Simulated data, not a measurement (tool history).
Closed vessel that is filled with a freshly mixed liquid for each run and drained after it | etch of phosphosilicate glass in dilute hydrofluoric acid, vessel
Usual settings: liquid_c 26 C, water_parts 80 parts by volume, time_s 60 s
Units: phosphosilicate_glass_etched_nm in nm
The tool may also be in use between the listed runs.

run    hour  liquid_c  water_parts  time_s  read-back film thickness of the phosphosilicate glass reference wafer, read on the same gauge (nm)  phosphosilicate_glass_etched_nm
  1       0        26           80      60                                                                                               59.98                            81.63
  2    46.6        26           80      60                                                                                               60.01                            79.69
  3    87.9        26           80      60                                                                                                  60                            80.05
  4     188        26           80      60                                                                                               59.95                            79.75
  5   256.7        26           80      60                                                                                                  60                            78.83
  6   422.2        26           80      55                                                                                               60.05                            70.13
  7   464.7        26           80      55                                                                                                  60                            69.76
  8   499.2        26           80      55                                                                                               60.01                            70.66
  9   526.5        29           70      60                                                                                                  60                             99.2
 10   585.9        29           70      60                                                                                                  60                            97.83
 11   635.9        26           80      60                                                                                               59.97                             75.5
      650.3  -- gauge calibrated
 12   753.9        26           80      60                                                                                               60.01                            73.87
 13   791.2        26           80      55                                                                                                  60                            67.75
      825.2  -- hydrofluoric acid flow meter replaced
 14   826.1      29.5           80      30                                                                                                  60                            43.91
      856.2  -- thermometer replaced
 15   875.8      28.5          120      45                                                                                               60.01                            42.66
 16   910.3        26           55      60                                                                                               60.01                           122.59
 17   968.3        26          110      85                                                                                               60.03                             80.7
 18   992.7        28           80      60                                                                                               60.01                            88.23
 19  1017.2        28           45      70                                                                                               60.02                           191.97
 20    1085        26           80      60                                                                                               60.03                            80.21
 21  1114.8      23.5           95      40                                                                                               60.03                            39.89
 22    1239        28           80      60                                                                                                  60                            85.99
 23  1307.2        26           95      50                                                                                               59.98                            53.69

Forecast each of these 3 alternatives for the next run:
  A  1307.9        26           80      60                                                                                                   ?                                ?
  B  1307.9        26          100      95                                                                                                   ?                                ?
  C  1307.9        23           40      30                                                                                                   ?                                ?

run  read-back film thickness of the phosphosilicate glass reference wafer, read on the same gauge (nm)  phosphosilicate_glass_etched_nm
  A                                                                                               60.01                            78.43
  B                                                                                               60.01                            96.82
  C                                                                                               60.01                            73.03
Without the tool's hidden state the same runs would have given:
run  phosphosilicate_glass_etched_nm
  A                            83.47
  B                              103
  C                             77.9
